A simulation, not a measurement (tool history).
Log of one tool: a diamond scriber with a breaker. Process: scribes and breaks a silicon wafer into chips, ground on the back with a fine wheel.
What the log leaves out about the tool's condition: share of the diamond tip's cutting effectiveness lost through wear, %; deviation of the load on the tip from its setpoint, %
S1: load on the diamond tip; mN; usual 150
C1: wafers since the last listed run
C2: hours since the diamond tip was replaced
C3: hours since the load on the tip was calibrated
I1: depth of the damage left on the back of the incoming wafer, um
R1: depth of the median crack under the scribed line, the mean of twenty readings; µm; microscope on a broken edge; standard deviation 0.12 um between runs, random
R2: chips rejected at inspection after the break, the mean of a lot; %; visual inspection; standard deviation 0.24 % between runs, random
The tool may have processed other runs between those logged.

| run | hour | S1 | C1 | C2 | C3 | I1 | R1 | R2 |
|---|---|---|---|---|---|---|---|---|
| 1 | 0.0 | 130 | 0 | 94.1 | 1155.9 | 2.30 | 5.90 | 7.62 |
| 2 | 60.2 | 118 | 172 | 154.3 | 1216.1 | 1.84 | 5.69 | 7.97 |
| 3 | 98.7 | 118 | 110 | 192.8 | 1254.6 | 1.78 | 5.55 | 8.21 |
| 4 | 156.2 | 136 | 164 | 250.3 | 1312.1 | 1.97 | 5.87 | 6.24 |
| 5 | 191.5 | 136 | 101 | 285.6 | 1347.4 | 2.97 | 5.93 | 12.70 |
| 6 | 217.1 | 150 | 73 | 311.2 | 1373.0 | 2.88 | 6.17 | 9.70 |
|  | 247.7 | diamond tip replaced by a new one |
| 7 | 262.5 | 129 | 124 | 14.8 | 1418.4 | 2.55 | 5.18 | 17.07 |
| 8 | 314.4 | 150 | 148 | 66.7 | 1470.3 | 2.95 | 5.52 | 16.81 |
| 9 | 376.2 | 150 | 177 | 128.5 | 1532.1 | 2.98 | 5.45 | 18.71 |
| 10 | 435.8 | 150 | 170 | 188.1 | 1591.7 | 2.38 | 5.38 | 14.61 |
|  | 441.3 | diamond tip replaced by a new one, repeated, since the last time left the tool worse |
| 11 | 482.8 | 132 | 129 | 41.5 | 1638.7 | 1.65 | 5.98 | 3.92 |
| 12 | 516.0 | 132 | 95 | 74.7 | 1671.9 | 2.82 | 6.00 | 10.96 |
| 13 | 546.7 | 150 | 88 | 105.4 | 1702.6 | 2.15 | 6.48 | 4.07 |
| 14 | 585.7 | 135 | 111 | 144.4 | 1741.6 | 2.78 | 6.16 | 11.06 |
|  | 591.9 | load on the tip recalibrated |
| 15 | 639.3 | 150 | 148 | 198.0 | 47.4 | 2.84 | 6.32 | 8.95 |
| 16 | 663.5 | 128 | 69 | 222.2 | 71.6 | 2.18 | 5.72 | 7.55 |
| 17 | 717.3 | 168 | 154 | 276.0 | 125.4 | 2.08 | 6.69 | 4.02 |
| 18 | 744.2 | 194 | 77 | 302.9 | 152.3 | 1.82 | 7.13 | 3.00 |
| 19 | 783.7 | 195 | 113 | 342.4 | 191.8 | 1.67 | 7.31 | 2.58 |
|  | 813.1 | diamond tip replaced by a new one |
| 20 | 841.4 | 150 | 159 | 28.3 | 249.5 | 1.50 | 6.62 | 2.62 |
| 21 | 889.2 | 174 | 137 | 76.1 | 297.3 | 1.83 | 7.35 | 2.99 |
| 22 | 1066.1 | 150 | 507 | 253.0 | 474.2 | 1.97 | 6.34 | 4.57 |
| 23 | 1108.1 | 114 | 120 | 295.0 | 516.2 | 2.09 | 5.40 | 11.82 |
| 24 | 1146.5 | 150 | 110 | 333.4 | 554.6 | 1.98 | 6.30 | 4.76 |
|  | 1174.4 | diamond tip replaced by a new one |
| 25 | 1192.9 | 120 | 127 | 18.5 | 601.0 | 1.56 | 5.76 | 5.66 |
| 26 | 1238.7 | 177 | 131 | 64.3 | 646.8 | 2.58 | 7.12 | 4.99 |

Predict each of these 3 candidate next runs independently; none follows another, all start after run 26:
| A | 1239.3 | 189 | 1 | 64.9 | 647.4 | 2.22 | ? | ? |
| B | 1239.3 | 171 | 1 | 64.9 | 647.4 | 2.22 | ? | ? |
| C | 1239.3 | 176 | 1 | 64.9 | 647.4 | 2.22 | ? | ? |

| run | R1 | R2 |
|---|---|---|
| A | 7.24 | 3.96 |
| B | 6.85 | 3.87 |
| C | 6.96 | 3.83 |
With the hidden condition removed and each run's random variation left untouched, the same runs would have given:
| run | R1 | R2 |
|---|---|---|
| A | 7.67 | 4.77 |
| B | 7.26 | 3.98 |
| C | 7.37 | 4.14 |
